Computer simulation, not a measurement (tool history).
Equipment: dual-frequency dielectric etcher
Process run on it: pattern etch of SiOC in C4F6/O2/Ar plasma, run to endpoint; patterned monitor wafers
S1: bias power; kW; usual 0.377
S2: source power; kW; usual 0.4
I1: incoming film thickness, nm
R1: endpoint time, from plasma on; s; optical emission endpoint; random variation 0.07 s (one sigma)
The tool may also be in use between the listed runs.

run,hour,S1,S2,I1,R1
1,0,0.377,0.4,50.4,19.1
2,15.8,0.377,0.4,50.2,19
3,21.9,0.377,0.4,51,19.1
4,28.9,0.377,0.4,50.6,19.1
5,35.2,0.377,0.4,50.6,19.1
6,83.4,0.377,0.4,50.6,19.1
7,101.4,0.358,0.4,50.5,19.4
8,122.8,0.358,0.4,50.3,19.2
9,140.6,0.439,0.45,50.9,17.6
# hour 164.5: bias power generator calibrated
# hour 178.7: source power generator calibrated
# hour 182.1: upper electrode replaced
# hour 206.2: wet clean of the chamber
10,206.7,0.439,0.45,50.3,17.6
11,207,0.439,0.45,50.5,17.6
12,207.3,0.377,0.4,50.7,19.3
13,207.6,0.377,0.4,50.5,19.2
14,212.1,0.283,0.4,51.1,21.4
15,227.3,0.429,0.32,50.8,20.1
16,234,0.306,0.43,50.6,20.1
17,245,0.377,0.45,50.2,18.3
18,261,0.299,0.4,51,20.9
19,277.4,0.451,0.31,50.7,19.7
20,329.5,0.294,0.49,50.8,19.4
21,340.3,0.377,0.4,50.5,19.1
22,352.6,0.333,0.44,50.8,19.3
23,366.7,0.377,0.4,50.6,19.1
24,379.6,0.349,0.4,50.1,19.4
25,385.6,0.346,0.35,50.2,20.3
26,426,0.377,0.36,50.5,19.6

Forecast each of these 4 alternatives for the next run:
A,426.4,0.339,0.4,50.3,?
B,426.4,0.377,0.43,50.3,?
C,426.4,0.418,0.49,50.3,?
D,426.4,0.443,0.4,50.3,?

run,R1
A,19.6
B,18.6
C,17.2
D,18
Without the tool's unlogged condition, the same runs would have read:
run,R1
A,19.9
B,18.8
C,17.4
D,18.3
